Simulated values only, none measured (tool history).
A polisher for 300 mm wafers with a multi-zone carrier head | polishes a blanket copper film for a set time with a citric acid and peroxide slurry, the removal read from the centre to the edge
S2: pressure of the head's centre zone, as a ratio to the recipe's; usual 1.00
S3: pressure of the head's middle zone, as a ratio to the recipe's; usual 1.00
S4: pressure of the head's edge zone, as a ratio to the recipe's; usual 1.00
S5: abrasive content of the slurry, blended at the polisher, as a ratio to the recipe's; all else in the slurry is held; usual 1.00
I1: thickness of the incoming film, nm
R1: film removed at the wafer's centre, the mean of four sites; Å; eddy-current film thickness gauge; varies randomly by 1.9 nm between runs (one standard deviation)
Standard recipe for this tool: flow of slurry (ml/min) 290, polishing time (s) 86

{"run": 1, "hour": 0.0, "flow of slurry (ml/min)": 290, "S2": 1.0, "S3": 1.0, "S4": 1.0, "S5": 1.0, "polishing time (s)": 86, "I1": 576.6, "R1": 1953}
{"hour": 11.8, "done": "worn pad replaced by a new one"}
{"run": 2, "hour": 12.3, "flow of slurry (ml/min)": 290, "S2": 1.0, "S3": 1.0, "S4": 1.0, "S5": 1.0, "polishing time (s)": 86, "I1": 560.2, "R1": 1986}
{"run": 3, "hour": 26.8, "flow of slurry (ml/min)": 290, "S2": 1.0, "S3": 1.0, "S4": 1.0, "S5": 1.0, "polishing time (s)": 86, "I1": 580.2, "R1": 1965}
{"run": 4, "hour": 37.1, "flow of slurry (ml/min)": 290, "S2": 1.0, "S3": 1.0, "S4": 0.96, "S5": 1.0, "polishing time (s)": 86, "I1": 581.2, "R1": 2001}
{"run": 5, "hour": 55.0, "flow of slurry (ml/min)": 290, "S2": 1.0, "S3": 1.0, "S4": 0.96, "S5": 1.0, "polishing time (s)": 86, "I1": 572.3, "R1": 1951}
{"run": 6, "hour": 63.7, "flow of slurry (ml/min)": 290, "S2": 1.0, "S3": 1.0, "S4": 0.96, "S5": 1.0, "polishing time (s)": 86, "I1": 564.4, "R1": 1980}
{"run": 7, "hour": 71.0, "flow of slurry (ml/min)": 290, "S2": 0.96, "S3": 1.0, "S4": 1.0, "S5": 1.0, "polishing time (s)": 86, "I1": 569.8, "R1": 1941}
{"hour": 75.4, "done": "centre zone pressure recalibrated"}
{"run": 8, "hour": 80.7, "flow of slurry (ml/min)": 290, "S2": 0.96, "S3": 1.0, "S4": 1.0, "S5": 1.0, "polishing time (s)": 86, "I1": 559.3, "R1": 1738}
{"run": 9, "hour": 88.9, "flow of slurry (ml/min)": 290, "S2": 0.96, "S3": 1.0, "S4": 1.0, "S5": 1.0, "polishing time (s)": 86, "I1": 567.5, "R1": 1739}
{"run": 10, "hour": 96.3, "flow of slurry (ml/min)": 365, "S2": 1.0, "S3": 1.0, "S4": 1.0, "S5": 0.9, "polishing time (s)": 86, "I1": 572.3, "R1": 1810}
{"hour": 110.2, "done": "worn pad replaced by a new one"}
{"run": 11, "hour": 113.6, "flow of slurry (ml/min)": 375, "S2": 0.95, "S3": 1.0, "S4": 0.9, "S5": 1.15, "polishing time (s)": 86, "I1": 568.2, "R1": 1821}
{"hour": 116.1, "done": "slurry nozzle cleaned"}
{"run": 12, "hour": 126.9, "flow of slurry (ml/min)": 290, "S2": 0.9, "S3": 0.93, "S4": 1.0, "S5": 1.0, "polishing time (s)": 86, "I1": 580.8, "R1": 1755}
{"run": 13, "hour": 144.6, "flow of slurry (ml/min)": 200, "S2": 1.0, "S3": 1.03, "S4": 1.0, "S5": 1.0, "polishing time (s)": 86, "I1": 579.3, "R1": 1745}
{"hour": 163.1, "done": "carrier head's membrane replaced by a new one"}
{"run": 14, "hour": 163.6, "flow of slurry (ml/min)": 290, "S2": 1.0, "S3": 1.0, "S4": 1.0, "S5": 1.0, "polishing time (s)": 86, "I1": 571.5, "R1": 1872}
{"hour": 172.5, "done": "edge zone pressure recalibrated"}
{"run": 15, "hour": 172.9, "flow of slurry (ml/min)": 290, "S2": 1.0, "S3": 1.0, "S4": 1.04, "S5": 1.0, "polishing time (s)": 86, "I1": 562.8, "R1": 1837}
{"run": 16, "hour": 190.2, "flow of slurry (ml/min)": 290, "S2": 1.0, "S3": 1.0, "S4": 1.0, "S5": 1.0, "polishing time (s)": 86, "I1": 576.8, "R1": 1859}
{"run": 17, "hour": 196.4, "flow of slurry (ml/min)": 290, "S2": 1.06, "S3": 1.0, "S4": 1.0, "S5": 1.0, "polishing time (s)": 86, "I1": 563.1, "R1": 1932}
{"hour": 213.9, "done": "worn pad replaced by a new one"}
{"run": 18, "hour": 214.4, "flow of slurry (ml/min)": 290, "S2": 1.0, "S3": 1.0, "S4": 1.0, "S5": 1.0, "polishing time (s)": 86, "I1": 580.0, "R1": 1858}
{"run": 19, "hour": 220.9, "flow of slurry (ml/min)": 290, "S2": 1.08, "S3": 1.09, "S4": 1.0, "S5": 1.0, "polishing time (s)": 86, "I1": 581.2, "R1": 1917}

Each row is a separate what-if for the run after 19, all from the same tool condition, not one after another. Results?
{"run": "A", "hour": 221.3, "flow of slurry (ml/min)": 290, "S2": 1.0, "S3": 1.0, "S4": 1.09, "S5": 1.0, "polishing time (s)": 86, "I1": 577.4, "R1": "?"}
{"run": "B", "hour": 221.3, "flow of slurry (ml/min)": 200, "S2": 1.0, "S3": 1.0, "S4": 1.0, "S5": 1.15, "polishing time (s)": 86, "I1": 577.4, "R1": "?"}
{"run": "C", "hour": 221.3, "flow of slurry (ml/min)": 290, "S2": 1.0, "S3": 1.0, "S4": 0.9, "S5": 1.0, "polishing time (s)": 86, "I1": 577.4, "R1": "?"}
{"run": "D", "hour": 221.3, "flow of slurry (ml/min)": 370, "S2": 1.04, "S3": 1.0, "S4": 1.0, "S5": 1.0, "polishing time (s)": 86, "I1": 577.4, "R1": "?"}
{"run": "E", "hour": 221.3, "flow of slurry (ml/min)": 385, "S2": 1.0, "S3": 1.0, "S4": 1.0, "S5": 1.0, "polishing time (s)": 67, "I1": 577.4, "R1": "?"}

run=A R1=1845
run=B R1=1758
run=C R1=1845
run=D R1=1957
run=E R1=1495
What these runs would have given with no unlogged condition in the tool:
run=A R1=1905
run=B R1=1850
run=C R1=1905
run=D R1=2002
run=E R1=1528

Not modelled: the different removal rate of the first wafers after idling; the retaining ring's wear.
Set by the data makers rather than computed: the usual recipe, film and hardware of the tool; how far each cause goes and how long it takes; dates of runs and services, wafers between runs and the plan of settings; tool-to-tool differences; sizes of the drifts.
